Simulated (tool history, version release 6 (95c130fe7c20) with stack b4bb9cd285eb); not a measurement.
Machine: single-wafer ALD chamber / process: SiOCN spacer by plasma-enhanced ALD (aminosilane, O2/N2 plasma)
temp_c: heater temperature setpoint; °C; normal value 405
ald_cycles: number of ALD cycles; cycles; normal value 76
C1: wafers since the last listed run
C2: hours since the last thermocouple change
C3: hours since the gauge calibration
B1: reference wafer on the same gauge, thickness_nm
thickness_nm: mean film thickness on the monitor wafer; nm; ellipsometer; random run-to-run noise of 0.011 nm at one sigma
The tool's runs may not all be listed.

{"run": 1, "hour": 0.0, "temp_c": 397, "ald_cycles": 76, "C1": 0, "C2": 1219.2, "C3": 109.3, "B1": 4.653, "thickness_nm": 4.415}
{"run": 2, "hour": 18.8, "temp_c": 405, "ald_cycles": 72, "C1": 49, "C2": 1238, "C3": 128.1, "B1": 4.65, "thickness_nm": 4.104}
{"run": 3, "hour": 45.4, "temp_c": 405, "ald_cycles": 76, "C1": 69, "C2": 1264.6, "C3": 154.7, "B1": 4.645, "thickness_nm": 4.346}
{"run": 4, "hour": 61.6, "temp_c": 405, "ald_cycles": 76, "C1": 42, "C2": 1280.8, "C3": 170.9, "B1": 4.65, "thickness_nm": 4.357}
{"run": 5, "hour": 93.2, "temp_c": 405, "ald_cycles": 76, "C1": 82, "C2": 1312.4, "C3": 202.5, "B1": 4.649, "thickness_nm": 4.369}
{"run": 6, "hour": 124.8, "temp_c": 405, "ald_cycles": 76, "C1": 82, "C2": 1344, "C3": 234.1, "B1": 4.651, "thickness_nm": 4.358}
{"run": 7, "hour": 142.4, "temp_c": 405, "ald_cycles": 76, "C1": 46, "C2": 1361.6, "C3": 251.7, "B1": 4.649, "thickness_nm": 4.337}
{"run": 8, "hour": 156.8, "temp_c": 405, "ald_cycles": 76, "C1": 37, "C2": 1376, "C3": 266.1, "B1": 4.649, "thickness_nm": 4.348}
{"run": 9, "hour": 172.9, "temp_c": 405, "ald_cycles": 76, "C1": 42, "C2": 1392.1, "C3": 282.2, "B1": 4.65, "thickness_nm": 4.343}
{"run": 10, "hour": 201.7, "temp_c": 405, "ald_cycles": 76, "C1": 75, "C2": 1420.9, "C3": 311, "B1": 4.651, "thickness_nm": 4.367}
{"run": 11, "hour": 234.9, "temp_c": 405, "ald_cycles": 76, "C1": 86, "C2": 1454.1, "C3": 344.2, "B1": 4.65, "thickness_nm": 4.35}
{"run": 12, "hour": 265.3, "temp_c": 405, "ald_cycles": 76, "C1": 79, "C2": 1484.5, "C3": 374.6, "B1": 4.651, "thickness_nm": 4.359}
{"run": 13, "hour": 281.7, "temp_c": 411, "ald_cycles": 76, "C1": 42, "C2": 1500.9, "C3": 391, "B1": 4.65, "thickness_nm": 4.295}
{"run": 14, "hour": 298.8, "temp_c": 405, "ald_cycles": 76, "C1": 44, "C2": 1518, "C3": 408.1, "B1": 4.649, "thickness_nm": 4.34}
{"run": 15, "hour": 327.0, "temp_c": 418, "ald_cycles": 91, "C1": 73, "C2": 1546.2, "C3": 436.3, "B1": 4.651, "thickness_nm": 5.035}
{"run": 16, "hour": 355.8, "temp_c": 405, "ald_cycles": 76, "C1": 75, "C2": 1575, "C3": 465.1, "B1": 4.65, "thickness_nm": 4.36}
{"run": 17, "hour": 371.5, "temp_c": 399, "ald_cycles": 76, "C1": 41, "C2": 1590.7, "C3": 480.8, "B1": 4.648, "thickness_nm": 4.42}
{"run": 18, "hour": 410.8, "temp_c": 405, "ald_cycles": 76, "C1": 102, "C2": 1630, "C3": 520.1, "B1": 4.648, "thickness_nm": 4.35}
{"run": 19, "hour": 443.4, "temp_c": 405, "ald_cycles": 76, "C1": 85, "C2": 1662.6, "C3": 552.7, "B1": 4.648, "thickness_nm": 4.346}
{"hour": 447.0, "done": "gauge calibrated"}
{"run": 20, "hour": 469.7, "temp_c": 392, "ald_cycles": 63, "C1": 68, "C2": 1688.9, "C3": 22.7, "B1": 4.652, "thickness_nm": 3.679}
{"hour": 482.1, "done": "thermocouple changed; heater temperature recalibrated"}
{"run": 21, "hour": 505.3, "temp_c": 405, "ald_cycles": 84, "C1": 72, "C2": 23.2, "C3": 58.3, "B1": 4.653, "thickness_nm": 4.803}
{"run": 22, "hour": 540.8, "temp_c": 405, "ald_cycles": 76, "C1": 92, "C2": 58.7, "C3": 93.8, "B1": 4.651, "thickness_nm": 4.333}
{"run": 23, "hour": 605.2, "temp_c": 405, "ald_cycles": 62, "C1": 168, "C2": 123.1, "C3": 158.2, "B1": 4.65, "thickness_nm": 3.562}
{"run": 24, "hour": 624.9, "temp_c": 413, "ald_cycles": 76, "C1": 51, "C2": 142.8, "C3": 177.9, "B1": 4.644, "thickness_nm": 4.242}
{"run": 25, "hour": 659.1, "temp_c": 397, "ald_cycles": 80, "C1": 89, "C2": 177, "C3": 212.1, "B1": 4.651, "thickness_nm": 4.648}
{"run": 26, "hour": 674.2, "temp_c": 405, "ald_cycles": 76, "C1": 39, "C2": 192.1, "C3": 227.2, "B1": 4.649, "thickness_nm": 4.357}
{"run": 27, "hour": 704.2, "temp_c": 405, "ald_cycles": 61, "C1": 78, "C2": 222.1, "C3": 257.2, "B1": 4.655, "thickness_nm": 3.49}
{"run": 28, "hour": 722.2, "temp_c": 391, "ald_cycles": 76, "C1": 47, "C2": 240.1, "C3": 275.2, "B1": 4.65, "thickness_nm": 4.423}

How the hidden state differs across the entries between the runs, from the last listed run before each to the first after it:
After run 19, before run 20: gauge calibrated (hour 447)
  no difference in the tool's unlogged condition between these two runs
After run 20, before run 21: thermocouple changed; heater temperature recalibrated (hour 482.1)
  no difference in the tool's unlogged condition between these two runs
